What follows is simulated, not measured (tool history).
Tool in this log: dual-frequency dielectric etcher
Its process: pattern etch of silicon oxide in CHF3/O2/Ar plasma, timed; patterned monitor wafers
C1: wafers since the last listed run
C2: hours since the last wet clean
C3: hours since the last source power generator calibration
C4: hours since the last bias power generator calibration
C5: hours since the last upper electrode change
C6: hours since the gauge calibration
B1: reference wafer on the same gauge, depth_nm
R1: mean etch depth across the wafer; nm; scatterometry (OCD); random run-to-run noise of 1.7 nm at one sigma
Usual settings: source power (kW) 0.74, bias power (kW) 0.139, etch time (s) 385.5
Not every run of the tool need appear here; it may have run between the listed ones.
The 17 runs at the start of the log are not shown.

Run 18, hour 413.5: usual settings; C1 89; C2 29.4; C3 3871; C4 340.5; C5 176.6; C6 634.3; B1 807.8. Result: R1 696.5 nm.
Run 19, hour 444.2: usual settings but bias power (kW) 0.151, etch time (s) 288; C1 94; C2 60.1; C3 3901.7; C4 371.2; C5 207.3; C6 665; B1 808.1. Result: R1 532 nm.
At hour 461: source power generator calibrated.
Run 20, hour 478.6: usual settings; C1 93; C2 94.5; C3 17.6; C4 405.6; C5 241.7; C6 699.4; B1 808.3. Result: R1 696.6 nm.
At hour 488.1: gauge calibrated.
Run 21, hour 511.7: usual settings but bias power (kW) 0.111, etch time (s) 337; C1 102; C2 127.6; C3 50.7; C4 438.7; C5 274.8; C6 23.6; B1 808.5. Result: R1 579.6 nm.
Run 22, hour 524.6: usual settings but etch time (s) 479; C1 39; C2 140.5; C3 63.6; C4 451.6; C5 287.7; C6 36.5; B1 808. Result: R1 872.7 nm.
Run 23, hour 547.9: usual settings but bias power (kW) 0.129, etch time (s) 442; C1 72; C2 163.8; C3 86.9; C4 474.9; C5 311; C6 59.8; B1 807.9. Result: R1 791.5 nm.
Run 24, hour 562.1: usual settings; C1 43; C2 178; C3 101.1; C4 489.1; C5 325.2; C6 74; B1 808.1. Result: R1 704.3 nm.
Run 25, hour 581.5: usual settings but bias power (kW) 0.164, etch time (s) 316; C1 59; C2 197.4; C3 120.5; C4 508.5; C5 344.6; C6 93.4; B1 807.9. Result: R1 599.7 nm.
Run 26, hour 596.6: usual settings; C1 46; C2 212.5; C3 135.6; C4 523.6; C5 359.7; C6 108.5; B1 807.8. Result: R1 702.6 nm.
Run 27, hour 626.2: usual settings but etch time (s) 477; C1 91; C2 242.1; C3 165.2; C4 553.2; C5 389.3; C6 138.1; B1 807.9. Result: R1 872.4 nm.
Run 28, hour 647.4: usual settings but source power (kW) 0.66, bias power (kW) 0.148; C1 65; C2 263.3; C3 186.4; C4 574.4; C5 410.5; C6 159.3; B1 807.9. Result: R1 681.8 nm.
Run 29, hour 675.7: usual settings but bias power (kW) 0.166; C1 87; C2 291.6; C3 214.7; C4 602.7; C5 438.8; C6 187.6; B1 808. Result: R1 740.7 nm.
Run 30, hour 700.7: usual settings but etch time (s) 479; C1 77; C2 316.6; C3 239.7; C4 627.7; C5 463.8; C6 212.6; B1 807.9. Result: R1 879 nm.
Run 31, hour 712.8: usual settings but bias power (kW) 0.11; C1 37; C2 328.7; C3 251.8; C4 639.8; C5 475.9; C6 224.7; B1 808.1. Result: R1 667.2 nm.

Consider 3 possible next runs. They are alternatives, not a sequence: every one starts from the tool as it was left by run 31. What does each give?
Run A, hour 713.3: usual settings; C1 1; C2 329.2; C3 252.3; C4 640.3; C5 476.4; C6 225.2; B1 ?. Result: R1 ?.
Run B, hour 713.3: usual settings but etch time (s) 464; C1 1; C2 329.2; C3 252.3; C4 640.3; C5 476.4; C6 225.2; B1 ?. Result: R1 ?.
Run C, hour 713.3: usual settings but source power (kW) 0.82, bias power (kW) 0.158, etch time (s) 276.5; C1 1; C2 329.2; C3 252.3; C4 640.3; C5 476.4; C6 225.2; B1 ?. Result: R1 ?.

run     B1     R1
  A  808.1  704.7
  B  808.1  848.3
  C  808.1    543
Had the tool no hidden state, the same runs would have come out as:
run     R1
  A  694.7
  B  836.2
  C  535.3
